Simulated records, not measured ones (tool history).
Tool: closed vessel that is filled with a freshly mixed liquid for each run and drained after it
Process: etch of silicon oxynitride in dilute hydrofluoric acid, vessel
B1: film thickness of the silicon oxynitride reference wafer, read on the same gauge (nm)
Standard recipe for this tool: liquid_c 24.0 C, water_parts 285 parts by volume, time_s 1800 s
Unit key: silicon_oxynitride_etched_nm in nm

{"run": 1, "day": 0.0, "liquid_c": 24.0, "water_parts": 285, "time_s": 1800, "B1": 80.02, "silicon_oxynitride_etched_nm": 16.45}
{"run": 2, "day": 0.521, "liquid_c": 24.0, "water_parts": 285, "time_s": 1800, "B1": 79.99, "silicon_oxynitride_etched_nm": 16.31}
{"day": 0.771, "done": "gauge calibrated"}
{"run": 3, "day": 0.788, "liquid_c": 24.0, "water_parts": 285, "time_s": 1800, "B1": 79.98, "silicon_oxynitride_etched_nm": 16.41}
{"run": 4, "day": 1.408, "liquid_c": 24.0, "water_parts": 285, "time_s": 1800, "B1": 80.06, "silicon_oxynitride_etched_nm": 16.29}
{"run": 5, "day": 1.8, "liquid_c": 24.0, "water_parts": 285, "time_s": 985, "B1": 80.01, "silicon_oxynitride_etched_nm": 9.01}
{"run": 6, "day": 2.096, "liquid_c": 24.0, "water_parts": 285, "time_s": 985, "B1": 80.04, "silicon_oxynitride_etched_nm": 8.97}
{"run": 7, "day": 2.346, "liquid_c": 24.0, "water_parts": 285, "time_s": 985, "B1": 79.97, "silicon_oxynitride_etched_nm": 8.98}
{"run": 8, "day": 2.933, "liquid_c": 24.0, "water_parts": 285, "time_s": 1800, "B1": 80.03, "silicon_oxynitride_etched_nm": 16.45}
{"run": 9, "day": 3.471, "liquid_c": 24.0, "water_parts": 285, "time_s": 1800, "B1": 79.99, "silicon_oxynitride_etched_nm": 16.61}
{"run": 10, "day": 3.788, "liquid_c": 24.0, "water_parts": 285, "time_s": 1800, "B1": 79.99, "silicon_oxynitride_etched_nm": 16.57}
{"day": 3.904, "done": "hydrofluoric acid flow meter replaced"}
{"run": 11, "day": 4.342, "liquid_c": 27.0, "water_parts": 285, "time_s": 2340, "B1": 79.93, "silicon_oxynitride_etched_nm": 24.43}
{"run": 12, "day": 4.842, "liquid_c": 27.0, "water_parts": 285, "time_s": 2340, "B1": 80.01, "silicon_oxynitride_etched_nm": 24.14}
{"run": 13, "day": 5.446, "liquid_c": 27.0, "water_parts": 285, "time_s": 2340, "B1": 80.03, "silicon_oxynitride_etched_nm": 24.36}
{"run": 14, "day": 5.908, "liquid_c": 24.0, "water_parts": 360, "time_s": 1800, "B1": 79.99, "silicon_oxynitride_etched_nm": 12.44}
{"run": 15, "day": 6.412, "liquid_c": 25.5, "water_parts": 215, "time_s": 2295, "B1": 80.01, "silicon_oxynitride_etched_nm": 31.38}
{"run": 16, "day": 6.921, "liquid_c": 24.0, "water_parts": 285, "time_s": 985, "B1": 80.03, "silicon_oxynitride_etched_nm": 9.09}
{"day": 7.117, "done": "thermometer replaced"}
{"run": 17, "day": 7.421, "liquid_c": 19.0, "water_parts": 420, "time_s": 1800, "B1": 79.98, "silicon_oxynitride_etched_nm": 7.62}
{"run": 18, "day": 7.746, "liquid_c": 27.5, "water_parts": 240, "time_s": 2315, "B1": 79.97, "silicon_oxynitride_etched_nm": 27.62}
{"run": 19, "day": 8.292, "liquid_c": 24.0, "water_parts": 285, "time_s": 1800, "B1": 80.02, "silicon_oxynitride_etched_nm": 15.1}
{"run": 20, "day": 8.721, "liquid_c": 24.0, "water_parts": 285, "time_s": 1455, "B1": 80.02, "silicon_oxynitride_etched_nm": 12.14}
{"day": 9.258, "done": "gauge calibrated"}
{"run": 21, "day": 9.35, "liquid_c": 28.0, "water_parts": 420, "time_s": 1060, "B1": 79.94, "silicon_oxynitride_etched_nm": 6.44}
{"run": 22, "day": 9.971, "liquid_c": 21.5, "water_parts": 355, "time_s": 1800, "B1": 79.97, "silicon_oxynitride_etched_nm": 10.46}
{"run": 23, "day": 10.283, "liquid_c": 24.0, "water_parts": 285, "time_s": 1520, "B1": 80.0, "silicon_oxynitride_etched_nm": 12.8}
{"run": 24, "day": 10.704, "liquid_c": 22.5, "water_parts": 285, "time_s": 2405, "B1": 80.07, "silicon_oxynitride_etched_nm": 18.98}
{"run": 25, "day": 11.271, "liquid_c": 24.0, "water_parts": 225, "time_s": 1125, "B1": 79.98, "silicon_oxynitride_etched_nm": 12.46}
{"run": 26, "day": 11.708, "liquid_c": 24.0, "water_parts": 285, "time_s": 2180, "B1": 80.02, "silicon_oxynitride_etched_nm": 18.3}

What was the tool's hidden state at every run in the log?
hydrofluoric acid flow above the setpoint (%): 0 at every run
gauge reads high (%): 0 at every run
H1: liquid hotter than its thermometer reads (K)
run=1 H1=2.08
run=2 H1=2.1
run=3 H1=2.11
run=4 H1=2.13
run=5 H1=2.15
run=6 H1=2.16
run=7 H1=2.17
run=8 H1=2.19
run=9 H1=2.21
run=10 H1=2.22
run=11 H1=2.24
run=12 H1=2.26
run=13 H1=2.29
run=14 H1=2.3
run=15 H1=2.32
run=16 H1=2.34
run=17 H1=0.0375
run=18 H1=0.0496
run=19 H1=0.07
run=20 H1=0.0861
run=21 H1=0.11
run=22 H1=0.133
run=23 H1=0.144
run=24 H1=0.16
run=25 H1=0.181
run=26 H1=0.198
